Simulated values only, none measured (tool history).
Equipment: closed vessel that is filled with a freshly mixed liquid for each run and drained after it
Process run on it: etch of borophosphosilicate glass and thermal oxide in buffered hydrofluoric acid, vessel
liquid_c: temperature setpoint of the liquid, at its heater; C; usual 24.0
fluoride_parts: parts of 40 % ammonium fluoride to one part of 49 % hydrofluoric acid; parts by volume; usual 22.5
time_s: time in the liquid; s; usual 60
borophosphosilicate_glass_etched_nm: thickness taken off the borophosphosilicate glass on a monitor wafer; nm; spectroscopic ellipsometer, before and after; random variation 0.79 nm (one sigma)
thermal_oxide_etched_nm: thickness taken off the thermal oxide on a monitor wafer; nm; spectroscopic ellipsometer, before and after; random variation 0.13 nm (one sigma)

run,hour,liquid_c,fluoride_parts,time_s,"read-back film thickness of the borophosphosilicate glass reference wafer, read on the same gauge (nm)","read-back film thickness of the thermal oxide reference wafer, read on the same gauge (nm)",borophosphosilicate_glass_etched_nm,thermal_oxide_etched_nm
1,0.0,24.0,22.5,80,40.02,30.03,139.43,47.56
2,12.4,24.0,22.5,80,40.00,29.94,139.54,47.56
3,20.9,24.0,22.5,60,40.02,30.01,103.42,35.94
4,31.1,24.0,22.5,60,39.97,30.00,105.29,36.01
5,43.3,24.0,22.5,60,39.99,29.97,105.35,36.05
6,59.5,24.0,22.5,60,39.98,30.00,104.03,36.14
7,72.6,24.0,22.5,60,40.00,30.00,106.23,36.25
8,85.3,22.0,22.5,75,40.01,29.99,119.69,40.47
9,137.8,22.0,22.5,75,39.97,30.03,119.75,41.18
10,149.7,22.0,22.5,75,40.02,29.95,119.16,41.27
11,156.7,24.0,22.5,35,39.98,30.02,62.31,21.69
# hour 168.1: hydrofluoric acid flow meter replaced
12,172.8,22.0,22.5,75,40.01,30.02,120.65,41.39
# hour 183.6: gauge calibrated
13,189.5,24.0,28.0,45,39.96,30.01,70.58,23.91
14,203.9,28.0,25.0,35,40.01,29.98,72.65,25.02
# hour 210.0: thermometer replaced
15,211.1,24.0,22.5,90,40.00,30.00,140.81,48.24
16,220.1,19.5,30.0,80,39.94,29.93,81.09,27.58
17,234.3,24.0,22.5,60,40.01,30.00,94.10,32.40
18,248.1,21.0,22.5,80,39.99,30.02,106.96,36.67
19,258.4,24.0,19.5,75,40.00,29.99,132.26,45.58
20,268.1,28.0,17.0,40,39.99,30.04,101.02,34.45
21,279.9,19.5,22.5,60,40.02,29.97,75.09,25.76
22,290.1,24.0,16.0,60,40.05,29.99,130.60,44.50
23,303.6,24.0,30.0,45,39.98,29.97,59.69,20.34

For each run, what was the tool's unlogged condition?
hydrofluoric acid flow below the setpoint (%): 0, the same for each run
gauge reads high (%): 0, the same for each run
H1: liquid hotter than its thermometer reads (K)
run,H1
1,1.91
2,1.96
3,1.99
4,2.03
5,2.08
6,2.14
7,2.19
8,2.24
9,2.44
10,2.48
11,2.51
12,2.57
13,2.63
14,2.69
15,0.182
16,0.216
17,0.27
18,0.323
19,0.362
20,0.399
21,0.444
22,0.483
23,0.534
